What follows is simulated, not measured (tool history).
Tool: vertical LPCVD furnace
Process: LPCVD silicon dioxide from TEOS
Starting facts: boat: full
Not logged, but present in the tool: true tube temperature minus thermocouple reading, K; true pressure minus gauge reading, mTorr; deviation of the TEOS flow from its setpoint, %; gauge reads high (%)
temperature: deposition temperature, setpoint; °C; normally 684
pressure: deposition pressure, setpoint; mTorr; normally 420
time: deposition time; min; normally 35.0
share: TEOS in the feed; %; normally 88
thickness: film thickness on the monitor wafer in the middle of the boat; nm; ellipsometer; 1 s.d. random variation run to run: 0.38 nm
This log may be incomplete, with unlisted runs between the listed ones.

run	hour	temperature	pressure	time	share	wafers since the last listed run	hours since the last temperature calibration	hours since the pressure gauge was zeroed	hours since the TEOS flow controller was replaced	hours since the gauge calibration	read-back reference wafer on the same gauge, thickness	thickness
1	0.0	684	420	35.0	88	0	4131.7	3333.1	5475.8	362.8	196.01	240.92
2	33.0	684	420	35.0	88	545	4164.7	3366.1	5508.8	395.8	196.02	242.05
3	77.0	684	420	35.0	88	727	4208.7	3410.1	5552.8	439.8	196.00	240.81
4	107.5	684	420	35.0	88	504	4239.2	3440.6	5583.3	470.3	196.06	242.09
5	146.5	684	420	35.0	88	644	4278.2	3479.6	5622.3	509.3	196.03	242.92
6	172.4	684	420	35.0	88	428	4304.1	3505.5	5648.2	535.2	195.96	242.50
7	208.5	684	420	35.0	93	596	4340.2	3541.6	5684.3	571.3	196.05	249.79
8	311.7	684	420	35.0	88	1705	4443.4	3644.8	5787.5	674.5	196.02	243.35
9	373.7	684	420	35.0	88	1024	4505.4	3706.8	5849.5	736.5	195.98	243.39
10	416.3	684	420	35.0	88	704	4548.0	3749.4	5892.1	779.1	195.98	243.91
11	475.2	684	420	35.0	92	973	4606.9	3808.3	5951.0	838.0	196.04	250.53
12	525.2	684	420	35.0	92	826	4656.9	3858.3	6001.0	888.0	195.98	249.77
13	730.5	684	475	42.0	95	3393	4862.2	4063.6	6206.3	1093.3	195.98	324.77
# hour 763.3: thermocouples replaced and temperature profile calibrated
14	801.9	678	365	42.5	97	783	38.6	4135.0	6277.7	1164.7	195.99	242.57
15	838.8	691	390	35.0	88	609	75.5	4171.9	6314.6	1201.6	195.99	268.50
16	898.8	684	360	35.0	97	991	135.5	4231.9	6374.6	1261.6	195.97	230.09
# hour 974.3: TEOS flow controller replaced
17	974.8	684	420	35.0	88	859	211.5	4307.9	0.5	1337.6	195.99	235.89
18	1008.1	684	420	35.0	88	550	244.8	4341.2	33.8	1370.9	195.95	235.61
19	1052.8	684	520	35.0	74	738	289.5	4385.9	78.5	1415.6	195.97	240.34
# hour 1100.3: pressure gauge zeroed
# hour 1103.0: gauge calibrated
20	1119.1	675	420	35.0	88	699	355.8	18.8	144.8	16.1	195.98	184.97
21	1184.6	684	420	35.0	78	1082	421.3	84.3	210.3	81.6	196.00	216.29
22	1250.6	684	330	35.0	97	1090	487.3	150.3	276.3	147.6	195.99	213.87
23	1311.8	692	420	35.0	74	1011	548.5	211.5	337.5	208.8	195.98	255.15
24	1382.3	684	360	26.0	88	1165	619.0	282.0	408.0	279.3	195.99	158.25
25	1421.0	684	420	30.0	88	639	657.7	320.7	446.7	318.0	196.01	197.03

Below are 5 alternative next runs, each starting from the tool's condition after run 25. Predict each:
A	1426.5	684	420	35.0	88	90	663.2	326.2	452.2	323.5	?	?
B	1426.5	684	375	35.0	88	90	663.2	326.2	452.2	323.5	?	?
C	1426.5	672	420	35.0	88	90	663.2	326.2	452.2	323.5	?	?
D	1426.5	684	420	47.0	93	90	663.2	326.2	452.2	323.5	?	?
E	1426.5	690	515	47.0	97	90	663.2	326.2	452.2	323.5	?	?

run	read-back reference wafer on the same gauge, thickness	thickness
A	195.99	229.82
B	195.99	217.25
C	195.99	171.58
D	195.99	317.26
E	195.99	413.81
With the hidden condition removed and each run's random variation left untouched, the same runs would have given:
run	thickness
A	228.34
B	215.76
C	170.47
D	315.22
E	411.45
